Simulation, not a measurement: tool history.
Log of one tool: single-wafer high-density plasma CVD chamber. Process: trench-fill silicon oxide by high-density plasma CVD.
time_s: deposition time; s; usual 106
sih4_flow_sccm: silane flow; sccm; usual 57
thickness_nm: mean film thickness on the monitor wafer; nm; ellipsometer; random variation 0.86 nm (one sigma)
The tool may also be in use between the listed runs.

run,hour,time_s,sih4_flow_sccm,"read-back reference wafer on the same gauge, thickness_nm",thickness_nm
1,0.0,106,57,574.873,545.213
2,10.1,106,51,575.018,485.535
3,27.3,106,51,574.913,484.653
4,36.0,106,57,574.841,541.299
5,48.0,106,57,574.793,542.242
# hour 62.2: gauge calibrated
# hour 67.4: silane flow controller replaced
6,67.9,106,57,575.025,576.416
7,71.2,106,57,575.122,576.690
8,82.4,126,67,574.852,806.204
9,98.8,106,50,575.089,507.228
10,107.4,106,51,575.153,515.781
11,116.2,89,57,574.978,484.680
12,130.0,106,50,574.969,507.357
13,144.9,106,67,574.969,679.373
14,159.2,91,53,575.315,460.818

Forecast each of these 5 alternatives for the next run:
A,159.6,113,57,?,?
B,159.6,100,47,?,?
C,159.6,113,66,?,?
D,159.6,122,60,?,?
E,159.6,92,60,?,?

run,"read-back reference wafer on the same gauge, thickness_nm",thickness_nm
A,574.885,613.792
B,574.885,447.884
C,574.885,710.706
D,574.885,697.555
E,574.885,526.025
Without the tool's hidden state the same runs would have given:
run,thickness_nm
A,606.829
B,442.804
C,702.644
D,689.643
E,520.059
